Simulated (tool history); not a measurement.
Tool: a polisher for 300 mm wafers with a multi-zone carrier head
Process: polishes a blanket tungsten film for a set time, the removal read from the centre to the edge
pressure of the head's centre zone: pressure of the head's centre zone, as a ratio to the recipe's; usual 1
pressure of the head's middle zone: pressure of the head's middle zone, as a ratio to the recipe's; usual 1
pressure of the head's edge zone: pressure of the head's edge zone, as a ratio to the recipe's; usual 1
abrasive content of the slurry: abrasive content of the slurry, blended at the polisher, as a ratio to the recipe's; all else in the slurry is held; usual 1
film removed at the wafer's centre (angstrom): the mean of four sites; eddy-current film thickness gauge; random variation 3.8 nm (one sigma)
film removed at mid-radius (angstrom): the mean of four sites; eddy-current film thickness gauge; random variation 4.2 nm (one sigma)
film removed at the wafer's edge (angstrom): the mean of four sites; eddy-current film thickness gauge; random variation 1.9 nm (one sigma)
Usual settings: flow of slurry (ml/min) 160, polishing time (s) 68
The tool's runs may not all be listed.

run	hour	flow of slurry (ml/min)	pressure of the head's centre zone	pressure of the head's middle zone	pressure of the head's edge zone	abrasive content of the slurry	polishing time (s)	wafers since the last listed run	wafers polished on this pad	hours since the slurry nozzle was cleaned	hours since the centre zone pressure was calibrated	hours since the edge zone pressure was calibrated	hours since the carrier head's membrane was replaced	incoming thickness of the incoming film, nm	film removed at the wafer's centre (angstrom)	film removed at mid-radius (angstrom)	film removed at the wafer's edge (angstrom)
1	0	135	0.91	1	1	1	68	0	1025	88.2	211.7	344.5	812.8	1260.9	2925	3021	3021
2	24.6	135	0.91	1	1	1	68	233	1258	112.8	236.3	369.1	837.4	1272.1	2879	3008	3023
# hour 63.3: worn pad replaced by a new one
3	93	160	1	1	1	1	68	609	281	181.2	304.7	437.5	905.8	1256	3118	3050	3068
4	159.2	160	1	1	1	1	68	627	908	247.4	370.9	503.7	972	1264.2	3046	3031	3026
5	225.6	160	1	1	1	1	68	628	1537	313.8	437.3	570.1	1038.4	1247	3049	2992	3015
# hour 234.3: worn pad replaced by a new one
6	254.5	130	1	1.08	1	1	68	235	191	342.7	466.2	599	1067.3	1246.3	2923	3028	2892
# hour 265.4: slurry nozzle cleaned
7	323.9	130	1	1.08	1	1	68	647	839	58.5	535.6	668.4	1136.7	1277.7	3069	3150	3019
# hour 353: edge zone pressure recalibrated
8	354.6	160	1	0.93	1	0.95	68	271	1110	89.2	566.3	1.6	1167.4	1267.4	3076	2847	3043
# hour 362.2: centre zone pressure recalibrated
9	401	160	1	0.93	1	0.95	68	420	1531	135.6	38.8	48	1213.8	1241.5	3103	2857	3008
# hour 408: worn pad replaced by a new one
10	452.7	190	1	1	1	1	68	451	423	187.3	90.5	99.7	1265.5	1259.2	3087	3237	3100
11	521.5	160	1	1	1	1	68	651	1074	256.1	159.3	168.5	1334.3	1244.5	3041	3103	3033
12	550.4	160	1	0.94	1	1	68	273	1348	285	188.2	197.4	1363.2	1280.1	3031	2873	3010
# hour 604.5: worn pad replaced by a new one
13	607.8	190	1	1	1	1.2	68	505	31	342.4	245.6	254.8	1420.6	1251.4	3363	3239	3184
# hour 662.5: carrier head's membrane replaced by a new one
14	663	160	1	1	1	1	52	475	506	397.6	300.8	310	0.5	1250	2241	2252	2259
15	691.7	160	1	1	1	1	88	271	778	426.3	329.5	338.7	29.2	1246.7	3763	3777	3771
# hour 699.2: slurry nozzle cleaned
16	742.1	160	1	1	1.07	1	68	467	1246	42.9	379.9	389.1	79.6	1253.6	3105	3120	3142
17	805.5	175	1	1.05	0.95	1	68	600	1846	106.3	443.3	452.5	143	1254.3	3114	3272	3019
# hour 812.2: worn pad replaced by a new one
18	835.7	120	1	1.05	1	1	77	248	222	136.5	473.5	482.7	173.2	1274.2	3371	3539	3379
19	859.8	160	0.96	1	1	1	68	228	450	160.6	497.6	506.8	197.3	1245.1	2994	3125	3076
# hour 902: centre zone pressure recalibrated
20	902.5	160	1	1	1	1	55	385	836	203.3	0.5	549.5	240	1271	2493	2503	2469
21	939.6	160	1	0.93	1	0.95	68	351	1187	240.4	37.6	586.6	277.1	1254.5	3050	2860	2991

Forecast each of these 4 alternatives for the next run:
A	940	135	1	1	1	1	68	3	1191	240.8	38	587	277.5	1249.1	?	?	?
B	940	195	1	0.96	1	1	68	3	1191	240.8	38	587	277.5	1249.1	?	?	?
C	940	160	0.94	1	1.03	1	68	3	1191	240.8	38	587	277.5	1249.1	?	?	?
D	940	120	1.04	0.89	1	1	68	3	1191	240.8	38	587	277.5	1249.1	?	?	?

run	film removed at the wafer's centre (angstrom)	film removed at mid-radius (angstrom)	film removed at the wafer's edge (angstrom)
A	3015	3049	2986
B	3171	3089	3084
C	2954	3114	3075
D	3049	2749	2960
Without the tool's hidden state the same runs would have given:
run	film removed at the wafer's centre (angstrom)	film removed at mid-radius (angstrom)	film removed at the wafer's edge (angstrom)
A	3111	3135	3045
B	3251	3159	3135
C	3039	3194	3131
D	3152	2830	3021
